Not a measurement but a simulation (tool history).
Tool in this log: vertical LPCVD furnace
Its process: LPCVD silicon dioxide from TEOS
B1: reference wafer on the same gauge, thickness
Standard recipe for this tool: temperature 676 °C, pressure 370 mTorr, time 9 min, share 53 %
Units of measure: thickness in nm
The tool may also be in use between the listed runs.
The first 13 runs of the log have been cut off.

{"run": 14, "hour": 581.8, "temperature": 676, "pressure": 305, "time": 9, "share": 53, "B1": 35.76, "thickness": 33.67}
{"run": 15, "hour": 620.0, "temperature": 684, "pressure": 370, "time": 7.5, "share": 53, "B1": 35.79, "thickness": 37.96}
{"run": 16, "hour": 678.7, "temperature": 671, "pressure": 370, "time": 6, "share": 47, "B1": 35.79, "thickness": 20.96}
{"run": 17, "hour": 705.5, "temperature": 665, "pressure": 430, "time": 9, "share": 53, "B1": 35.8, "thickness": 31.09}
{"run": 18, "hour": 760.3, "temperature": 676, "pressure": 370, "time": 9, "share": 53, "B1": 35.79, "thickness": 37.82}
{"run": 19, "hour": 816.1, "temperature": 669, "pressure": 445, "time": 11.5, "share": 46, "B1": 35.78, "thickness": 41.86}
{"run": 20, "hour": 977.6, "temperature": 667, "pressure": 410, "time": 6.5, "share": 53, "B1": 35.75, "thickness": 23.31}
{"run": 21, "hour": 1047.6, "temperature": 676, "pressure": 370, "time": 9, "share": 53, "B1": 35.8, "thickness": 38.01}
{"run": 22, "hour": 1080.1, "temperature": 676, "pressure": 370, "time": 6.5, "share": 62, "B1": 35.78, "thickness": 29.84}
{"run": 23, "hour": 1110.6, "temperature": 672, "pressure": 290, "time": 10, "share": 47, "B1": 35.83, "thickness": 31.96}
{"run": 24, "hour": 1159.9, "temperature": 676, "pressure": 370, "time": 9, "share": 53, "B1": 35.81, "thickness": 38.3}
{"run": 25, "hour": 1187.6, "temperature": 670, "pressure": 460, "time": 8, "share": 53, "B1": 35.74, "thickness": 33.3}
{"run": 26, "hour": 1222.7, "temperature": 676, "pressure": 370, "time": 9, "share": 50, "B1": 35.86, "thickness": 37.15}
{"run": 27, "hour": 1289.3, "temperature": 681, "pressure": 370, "time": 6, "share": 53, "B1": 35.81, "thickness": 28.78}
{"run": 28, "hour": 1319.5, "temperature": 676, "pressure": 370, "time": 9, "share": 59, "B1": 35.78, "thickness": 40.51}

Run 29 is up next; what results do you expect?
{"run": 29, "hour": 1343.9, "temperature": 676, "pressure": 295, "time": 9, "share": 49, "B1": "?", "thickness": "?"}

Run 29 gave B1 35.75, thickness 33.21 nm.
Minus the tool's unlogged condition, the same run would have read thickness 31.81 nm.

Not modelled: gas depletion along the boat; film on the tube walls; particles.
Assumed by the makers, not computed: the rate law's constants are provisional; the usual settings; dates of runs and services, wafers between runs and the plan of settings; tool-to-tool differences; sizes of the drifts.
